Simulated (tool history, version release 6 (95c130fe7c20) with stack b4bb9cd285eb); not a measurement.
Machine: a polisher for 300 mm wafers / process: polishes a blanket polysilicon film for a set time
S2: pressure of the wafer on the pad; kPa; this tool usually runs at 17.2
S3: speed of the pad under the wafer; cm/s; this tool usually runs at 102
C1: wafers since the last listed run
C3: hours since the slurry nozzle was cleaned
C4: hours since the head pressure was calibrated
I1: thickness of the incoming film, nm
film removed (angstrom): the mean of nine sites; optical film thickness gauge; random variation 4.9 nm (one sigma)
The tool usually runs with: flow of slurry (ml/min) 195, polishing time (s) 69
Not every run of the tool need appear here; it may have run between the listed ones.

run 1 day=0.000 | flow_of_slurry_(ml/min)=195 S2=17.2 S3=102 polishing_time_(s)=69 | C1=0 wafers_polished_on_this_pad=916 C3=460.5 C4=958.7 | I1=1675.2 | film_removed_(angstrom)=5518
run 2 day=0.592 | flow_of_slurry_(ml/min)=195 S2=17.2 S3=102 polishing_time_(s)=69 | C1=171 wafers_polished_on_this_pad=1088 C3=474.7 C4=972.9 | I1=1643.1 | film_removed_(angstrom)=5507
-- day=1.375 worn pad replaced by a new one
run 3 day=1.396 | flow_of_slurry_(ml/min)=195 S2=17.2 S3=102 polishing_time_(s)=69 | C1=184 wafers_polished_on_this_pad=5 C3=494.0 C4=992.2 | I1=1672.9 | film_removed_(angstrom)=5828
run 4 day=1.996 | flow_of_slurry_(ml/min)=195 S2=20.7 S3=102 polishing_time_(s)=69 | C1=174 wafers_polished_on_this_pad=179 C3=508.4 C4=1006.6 | I1=1658.0 | film_removed_(angstrom)=6812
run 5 day=2.258 | flow_of_slurry_(ml/min)=195 S2=20.7 S3=102 polishing_time_(s)=69 | C1=76 wafers_polished_on_this_pad=255 C3=514.7 C4=1012.9 | I1=1640.7 | film_removed_(angstrom)=6766
run 6 day=2.979 | flow_of_slurry_(ml/min)=195 S2=20.7 S3=102 polishing_time_(s)=69 | C1=209 wafers_polished_on_this_pad=464 C3=532.0 C4=1030.2 | I1=1628.9 | film_removed_(angstrom)=6737
run 7 day=3.317 | flow_of_slurry_(ml/min)=195 S2=17.2 S3=102 polishing_time_(s)=69 | C1=97 wafers_polished_on_this_pad=562 C3=540.1 C4=1038.3 | I1=1657.2 | film_removed_(angstrom)=5695
run 8 day=3.842 | flow_of_slurry_(ml/min)=195 S2=17.2 S3=102 polishing_time_(s)=69 | C1=152 wafers_polished_on_this_pad=714 C3=552.7 C4=1050.9 | I1=1662.7 | film_removed_(angstrom)=5591
run 9 day=4.271 | flow_of_slurry_(ml/min)=195 S2=17.2 S3=102 polishing_time_(s)=69 | C1=124 wafers_polished_on_this_pad=839 C3=563.0 C4=1061.2 | I1=1647.6 | film_removed_(angstrom)=5495
run 10 day=4.654 | flow_of_slurry_(ml/min)=195 S2=17.2 S3=102 polishing_time_(s)=69 | C1=111 wafers_polished_on_this_pad=950 C3=572.2 C4=1070.4 | I1=1636.1 | film_removed_(angstrom)=5357
-- day=5.546 worn pad replaced by a new one
run 11 day=5.567 | flow_of_slurry_(ml/min)=195 S2=17.2 S3=102 polishing_time_(s)=69 | C1=216 wafers_polished_on_this_pad=5 C3=594.1 C4=1092.3 | I1=1660.6 | film_removed_(angstrom)=5714
run 12 day=5.983 | flow_of_slurry_(ml/min)=165 S2=17.2 S3=102 polishing_time_(s)=69 | C1=120 wafers_polished_on_this_pad=126 C3=604.1 C4=1102.3 | I1=1644.3 | film_removed_(angstrom)=5368
run 13 day=6.450 | flow_of_slurry_(ml/min)=260 S2=17.2 S3=102 polishing_time_(s)=69 | C1=135 wafers_polished_on_this_pad=262 C3=615.3 C4=1113.5 | I1=1638.8 | film_removed_(angstrom)=5981
run 14 day=7.029 | flow_of_slurry_(ml/min)=195 S2=17.2 S3=102 polishing_time_(s)=69 | C1=168 wafers_polished_on_this_pad=430 C3=629.2 C4=1127.4 | I1=1620.0 | film_removed_(angstrom)=5624
run 15 day=7.546 | flow_of_slurry_(ml/min)=240 S2=17.2 S3=114 polishing_time_(s)=69 | C1=149 wafers_polished_on_this_pad=579 C3=641.6 C4=1139.8 | I1=1647.5 | film_removed_(angstrom)=6427
-- day=7.617 slurry nozzle cleaned
run 16 day=7.979 | flow_of_slurry_(ml/min)=195 S2=17.2 S3=102 polishing_time_(s)=69 | C1=113 wafers_polished_on_this_pad=693 C3=8.7 C4=1150.2 | I1=1639.2 | film_removed_(angstrom)=6134
run 17 day=8.533 | flow_of_slurry_(ml/min)=195 S2=17.2 S3=102 polishing_time_(s)=69 | C1=160 wafers_polished_on_this_pad=854 C3=22.0 C4=1163.5 | I1=1651.8 | film_removed_(angstrom)=6101
-- day=8.983 head pressure recalibrated
run 18 day=9.238 | flow_of_slurry_(ml/min)=195 S2=11.7 S3=102 polishing_time_(s)=69 | C1=180 wafers_polished_on_this_pad=1034 C3=38.9 C4=6.1 | I1=1641.9 | film_removed_(angstrom)=4262
-- day=9.554 worn pad replaced by a new one
run 19 day=10.900 | flow_of_slurry_(ml/min)=195 S2=17.2 S3=102 polishing_time_(s)=69 | C1=433 wafers_polished_on_this_pad=390 C3=78.8 C4=46.0 | I1=1628.8 | film_removed_(angstrom)=6217
run 20 day=11.229 | flow_of_slurry_(ml/min)=260 S2=17.2 S3=102 polishing_time_(s)=79 | C1=95 wafers_polished_on_this_pad=486 C3=86.7 C4=53.9 | I1=1669.1 | film_removed_(angstrom)=7376
run 21 day=11.729 | flow_of_slurry_(ml/min)=195 S2=17.2 S3=102 polishing_time_(s)=45 | C1=145 wafers_polished_on_this_pad=631 C3=98.7 C4=65.9 | I1=1628.9 | film_removed_(angstrom)=4087
run 22 day=12.188 | flow_of_slurry_(ml/min)=160 S2=22.8 S3=126 polishing_time_(s)=48 | C1=132 wafers_polished_on_this_pad=764 C3=109.7 C4=76.9 | I1=1652.2 | film_removed_(angstrom)=6423
run 23 day=12.658 | flow_of_slurry_(ml/min)=195 S2=14.5 S3=102 polishing_time_(s)=69 | C1=136 wafers_polished_on_this_pad=900 C3=121.0 C4=88.2 | I1=1626.8 | film_removed_(angstrom)=5159
run 24 day=13.108 | flow_of_slurry_(ml/min)=195 S2=22.8 S3=102 polishing_time_(s)=69 | C1=130 wafers_polished_on_this_pad=1031 C3=131.8 C4=99.0 | I1=1615.7 | film_removed_(angstrom)=7475
run 25 day=13.554 | flow_of_slurry_(ml/min)=175 S2=17.2 S3=102 polishing_time_(s)=69 | C1=129 wafers_polished_on_this_pad=1160 C3=142.5 C4=109.7 | I1=1655.0 | film_removed_(angstrom)=5675

Branching from run 25: 3 alternative next runs. What would each branch give?
run A day=13.571 | flow_of_slurry_(ml/min)=195 S2=17.2 S3=102 polishing_time_(s)=69 | C1=4 wafers_polished_on_this_pad=1165 C3=142.9 C4=110.1 | I1=1644.1 | film_removed_(angstrom)=?
run B day=13.571 | flow_of_slurry_(ml/min)=195 S2=17.2 S3=102 polishing_time_(s)=75 | C1=4 wafers_polished_on_this_pad=1165 C3=142.9 C4=110.1 | I1=1644.1 | film_removed_(angstrom)=?
run C day=13.571 | flow_of_slurry_(ml/min)=230 S2=17.2 S3=102 polishing_time_(s)=69 | C1=4 wafers_polished_on_this_pad=1165 C3=142.9 C4=110.1 | I1=1644.1 | film_removed_(angstrom)=?

run=A film_removed_(angstrom)=5733
run=B film_removed_(angstrom)=6232
run=C film_removed_(angstrom)=5873
Take away the tool's hidden state, keep each run's random variation, and the runs would have read:
run=A film_removed_(angstrom)=6361
run=B film_removed_(angstrom)=6914
run=C film_removed_(angstrom)=6498
